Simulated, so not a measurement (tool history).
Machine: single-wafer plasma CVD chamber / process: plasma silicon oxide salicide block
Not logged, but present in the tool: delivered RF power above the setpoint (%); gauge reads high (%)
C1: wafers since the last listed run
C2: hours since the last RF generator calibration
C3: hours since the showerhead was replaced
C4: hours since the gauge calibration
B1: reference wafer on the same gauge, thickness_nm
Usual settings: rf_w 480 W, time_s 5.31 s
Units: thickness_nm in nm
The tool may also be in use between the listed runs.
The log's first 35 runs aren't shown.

Run 36, hour 463.1: usual settings but rf_w 570 W, time_s 4.93 s; C1 540; C2 60.2; C3 136.1; C4 127.2; B1 47.684. Result: thickness_nm 50.468 nm.
Run 37, hour 476.1: usual settings; C1 418; C2 73.2; C3 149.1; C4 140.2; B1 47.712. Result: thickness_nm 51.973 nm.
Run 38, hour 485.1: usual settings but rf_w 400 W, time_s 6.23 s; C1 289; C2 82.2; C3 158.1; C4 149.2; B1 47.692. Result: thickness_nm 58.159 nm.
Run 39, hour 496.3: usual settings but rf_w 450 W, time_s 5.9 s; C1 360; C2 93.4; C3 169.3; C4 160.4; B1 47.707. Result: thickness_nm 56.817 nm.
Run 40, hour 503.7: usual settings; C1 238; C2 100.8; C3 176.7; C4 167.8; B1 47.699. Result: thickness_nm 51.902 nm.
Run 41, hour 515.1: usual settings but rf_w 415 W; C1 366; C2 112.2; C3 188.1; C4 179.2; B1 47.711. Result: thickness_nm 49.979 nm.
Run 42, hour 559.2: usual settings but rf_w 525 W, time_s 6.11 s; C1 1418; C2 156.3; C3 232.2; C4 223.3; B1 47.697. Result: thickness_nm 61.188 nm.
Run 43, hour 568.8: usual settings but rf_w 505 W; C1 308; C2 165.9; C3 241.8; C4 232.9; B1 47.727. Result: thickness_nm 52.721 nm.
Run 44, hour 584.6: usual settings but rf_w 445 W, time_s 5.59 s; C1 508; C2 181.7; C3 257.6; C4 248.7; B1 47.709. Result: thickness_nm 53.476 nm.

Below are 4 alternative next runs, each starting from the tool's condition after run 44. Predict each:
Run A, hour 585: usual settings; C1 12; C2 182.1; C3 258; C4 249.1; B1 ?. Result: thickness_nm ?.
Run B, hour 585: usual settings but time_s 5.01 s; C1 12; C2 182.1; C3 258; C4 249.1; B1 ?. Result: thickness_nm ?.
Run C, hour 585: usual settings but rf_w 450 W, time_s 4.66 s; C1 12; C2 182.1; C3 258; C4 249.1; B1 ?. Result: thickness_nm ?.
Run D, hour 585: usual settings but rf_w 410 W, time_s 4.47 s; C1 12; C2 182.1; C3 258; C4 249.1; B1 ?. Result: thickness_nm ?.

run      B1  thickness_nm
  A  47.719        51.876
  B  47.719        48.945
  C  47.719        44.739
  D  47.719        41.858
Take away the tool's hidden state, keep each run's random variation, and the runs would have read:
run  thickness_nm
  A        52.021
  B        49.082
  C        44.864
  D        41.975

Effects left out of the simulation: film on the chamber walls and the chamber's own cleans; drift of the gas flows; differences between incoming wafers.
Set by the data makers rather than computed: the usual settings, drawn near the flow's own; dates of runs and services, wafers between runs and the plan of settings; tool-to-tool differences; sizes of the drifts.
